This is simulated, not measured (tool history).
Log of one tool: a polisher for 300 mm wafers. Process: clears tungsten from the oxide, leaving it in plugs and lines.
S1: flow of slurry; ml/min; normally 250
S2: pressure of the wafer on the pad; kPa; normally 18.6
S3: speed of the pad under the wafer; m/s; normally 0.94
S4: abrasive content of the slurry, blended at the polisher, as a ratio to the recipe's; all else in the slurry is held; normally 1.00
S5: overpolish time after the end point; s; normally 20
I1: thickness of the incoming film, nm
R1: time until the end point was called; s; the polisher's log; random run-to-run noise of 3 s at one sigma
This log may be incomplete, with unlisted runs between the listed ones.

Run 1, day 0.000: usual settings; I1 473.5. Result: R1 172.6 s.
At day 0.188: worn pad replaced by a new one.
At day 3.075: slurry tank refilled with fresh slurry and peroxide.
Run 2, day 3.492: usual settings but S2 14.5 kPa, S3 1.18 m/s; I1 487.1. Result: R1 198.8 s.
At day 4.933: slurry blender recalibrated.
Run 3, day 5.838: usual settings but S2 14.5 kPa, S3 1.18 m/s; I1 480.9. Result: R1 198.7 s.
Run 4, day 8.575: usual settings but S2 14.5 kPa, S3 1.18 m/s; I1 488.0. Result: R1 203.9 s.
At day 10.633: worn pad replaced by a new one.
Run 5, day 11.829: usual settings; I1 477.9. Result: R1 190.6 s.
Run 6, day 14.688: usual settings; I1 477.2. Result: R1 176.1 s.
At day 16.383: slurry tank refilled with fresh slurry and peroxide.
Run 7, day 18.246: usual settings but S1 305 ml/min; I1 471.2. Result: R1 182.1 s.
At day 19.008: slurry blender recalibrated.
Run 8, day 21.783: usual settings but S4 1.15; I1 482.3. Result: R1 182.5 s.
At day 22.288: worn pad replaced by a new one.
Run 9, day 23.879: usual settings but S4 1.15; I1 480.8. Result: R1 179.9 s.
At day 24.050: slurry nozzle cleaned.
Run 10, day 25.917: usual settings; I1 490.4. Result: R1 180.5 s.
At day 27.700: head pressure recalibrated.
Run 11, day 28.725: usual settings but S1 195 ml/min; I1 477.5. Result: R1 189.6 s.
At day 29.579: slurry tank refilled with fresh slurry and peroxide.
Run 12, day 33.025: usual settings; I1 481.8. Result: R1 182.2 s.
At day 34.029: slurry blender recalibrated.
Run 13, day 34.842: usual settings but S2 23.4 kPa, S3 0.82 m/s, S4 1.10; I1 477.9. Result: R1 153.8 s.
At day 35.750: worn pad replaced by a new one.
Run 14, day 41.808: usual settings; I1 486.0. Result: R1 190.3 s.
At day 42.800: slurry tank refilled with fresh slurry and peroxide.
Run 15, day 44.412: usual settings but S1 200 ml/min, S4 1.30, S5 24 s; I1 481.7. Result: R1 187.4 s.
At day 48.217: worn pad replaced by a new one.
At day 50.900: slurry blender recalibrated.
Run 16, day 53.500: usual settings; I1 480.3. Result: R1 192.8 s.
At day 54.733: slurry nozzle cleaned.
At day 55.483: slurry tank refilled with fresh slurry and peroxide.
Run 17, day 57.229: usual settings but S1 190 ml/min; I1 486.9. Result: R1 185.5 s.
Run 18, day 59.871: usual settings but S2 22.1 kPa, S3 1.24 m/s, S4 0.80, S5 26 s; I1 482.1. Result: R1 129.1 s.

Below are 5 alternative next runs, each starting from the tool's condition after run 18. Predict each:
Run A, day 59.892: usual settings but S1 315 ml/min; I1 479.8. Result: R1 ?.
Run B, day 59.892: usual settings but S5 31 s; I1 479.8. Result: R1 ?.
Run C, day 59.892: usual settings but S1 325 ml/min, S3 1.04 m/s, S4 1.15, S5 26 s; I1 479.8. Result: R1 ?.
Run D, day 59.892: usual settings but S1 290 ml/min, S4 1.10; I1 479.8. Result: R1 ?.
Run E, day 59.892: usual settings but S2 21.4 kPa, S3 0.68 m/s, S5 14 s; I1 479.8. Result: R1 ?.

run     R1
  A  170.1
  B  174.8
  C  154.9
  D  168.8
  E  184.6
With the hidden condition removed and each run's random variation left untouched, the same runs would have given:
run     R1
  A  166.9
  B  170.7
  C  152.1
  D  165.3
  E  180.3
